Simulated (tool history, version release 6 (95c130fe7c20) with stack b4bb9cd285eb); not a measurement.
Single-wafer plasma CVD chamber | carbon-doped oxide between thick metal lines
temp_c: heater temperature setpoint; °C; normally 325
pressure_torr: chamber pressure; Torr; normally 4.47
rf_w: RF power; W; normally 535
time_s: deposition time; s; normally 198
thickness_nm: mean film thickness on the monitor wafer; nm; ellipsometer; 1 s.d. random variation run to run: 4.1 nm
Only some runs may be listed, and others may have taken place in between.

run	day	temp_c	pressure_torr	rf_w	time_s	wafers since the last listed run	hours since the last thermocouple change	hours since the last RF generator calibration	hours since the last manometer calibration	hours since the showerhead was replaced	hours since the gauge calibration	read-back reference wafer on the same gauge, thickness_nm	thickness_nm
1	0	325	4.47	535	210	0	2419.4	262	2006.6	5023	253.8	1145.626	1042.322
2	1.896	333	4.47	535	198	315	2464.9	307.5	2052.1	5068.5	299.3	1144.246	960.063
3	3.596	333	4.47	535	198	283	2505.7	348.3	2092.9	5109.3	340.1	1146.391	952.019
4	4.779	333	4.47	535	198	197	2534.1	376.7	2121.3	5137.7	368.5	1145.821	948.291
5	7.092	325	4.47	535	198	385	2589.6	432.2	2176.8	5193.2	424	1146.628	983.019
6	8.504	325	4.47	535	198	235	2623.5	466.1	2210.7	5227.1	457.9	1146.557	972.077
7	11.15	325	3.84	535	177	440	2687	529.6	2274.2	5290.6	521.4	1144.698	845.303
8	12.808	337	5.21	535	198	276	2726.8	569.4	2314	5330.4	561.2	1143.472	953.636
9	14.679	325	4.47	535	198	311	2771.7	614.3	2358.9	5375.3	606.1	1146.116	965.702
# day 17.388: gauge calibrated
10	17.412	325	4.47	535	198	455	2837.3	679.9	2424.5	5440.9	0.6	1145.434	965.754
11	20.488	325	4.47	535	198	512	2911.1	753.7	2498.3	5514.7	74.4	1145.745	965.605
12	21.683	325	3.95	535	198	199	2939.8	782.4	2527	5543.4	103.1	1145.111	937.599
13	24.562	333	5.18	590	223	479	3008.9	851.5	2596.1	5612.5	172.2	1147.371	1148.108
# day 26.283: capacitance manometer re-zeroed and calibrated
14	26.304	330	4.15	600	173	234	3050.7	893.3	0.5	5654.3	214	1146.036	876.459
15	27.221	325	4.47	535	198	152	3072.7	915.3	22.5	5676.3	236	1146.22	949.55
# day 28.129: thermocouple changed; heater temperature recalibrated
16	29.579	330	4.8	475	215	337	34.8	971.9	79.1	5732.9	292.6	1144.244	945.515
17	31.329	325	4.47	535	198	291	76.8	1013.9	121.1	5774.9	334.6	1146.419	959.397
# day 32.458: showerhead replaced
18	34.704	311	4.47	535	198	506	157.8	1094.9	202.1	53.9	415.6	1146.564	999.762
19	36.35	334	4.47	535	198	274	197.3	1134.4	241.6	93.4	455.1	1146.594	914.353
# day 37.554: RF generator calibrated
20	40.579	325	4.98	535	198	649	298.8	72.6	343.1	194.9	556.6	1144.591	1012.198
# day 42.062: gauge calibrated
21	43.429	325	4.47	535	174	475	367.2	141	411.5	263.3	32.8	1147.584	868.005
22	44.538	325	4.47	535	198	184	393.8	167.6	438.1	289.9	59.4	1146.069	991.525
23	45.854	336	4.47	535	163	219	425.4	199.2	469.7	321.5	91	1147.1	782.955
24	47.254	325	3.48	535	198	233	459	232.8	503.3	355.1	124.6	1144.921	949.016
25	48.821	325	4.47	535	198	261	496.6	270.4	540.9	392.7	162.2	1148.205	980.444
26	50.358	325	4.47	535	198	256	533.5	307.3	577.8	429.6	199.1	1145.682	981.052
27	51.629	336	3.99	470	198	211	564	337.8	608.3	460.1	229.6	1145.734	849.114

5 ways to go on from here, each from the tool as it stands after run 27. What would each give?
A	51.65	325	4.47	535	162	3	564.5	338.3	608.8	460.6	230.1	?	?
B	51.65	319	4.47	615	208	3	564.5	338.3	608.8	460.6	230.1	?	?
C	51.65	325	3.39	535	181	3	564.5	338.3	608.8	460.6	230.1	?	?
D	51.65	321	4.47	620	198	3	564.5	338.3	608.8	460.6	230.1	?	?
E	51.65	315	4.47	440	198	3	564.5	338.3	608.8	460.6	230.1	?	?

run	read-back reference wafer on the same gauge, thickness_nm	thickness_nm
A	1146.18	802.989
B	1146.18	1150.922
C	1146.18	861.564
D	1146.18	1092.768
E	1146.18	888.52
Had the tool no hidden state, the same runs would have come out as:
run	thickness_nm
A	815.339
B	1168.069
C	874.815
D	1109.049
E	904.75

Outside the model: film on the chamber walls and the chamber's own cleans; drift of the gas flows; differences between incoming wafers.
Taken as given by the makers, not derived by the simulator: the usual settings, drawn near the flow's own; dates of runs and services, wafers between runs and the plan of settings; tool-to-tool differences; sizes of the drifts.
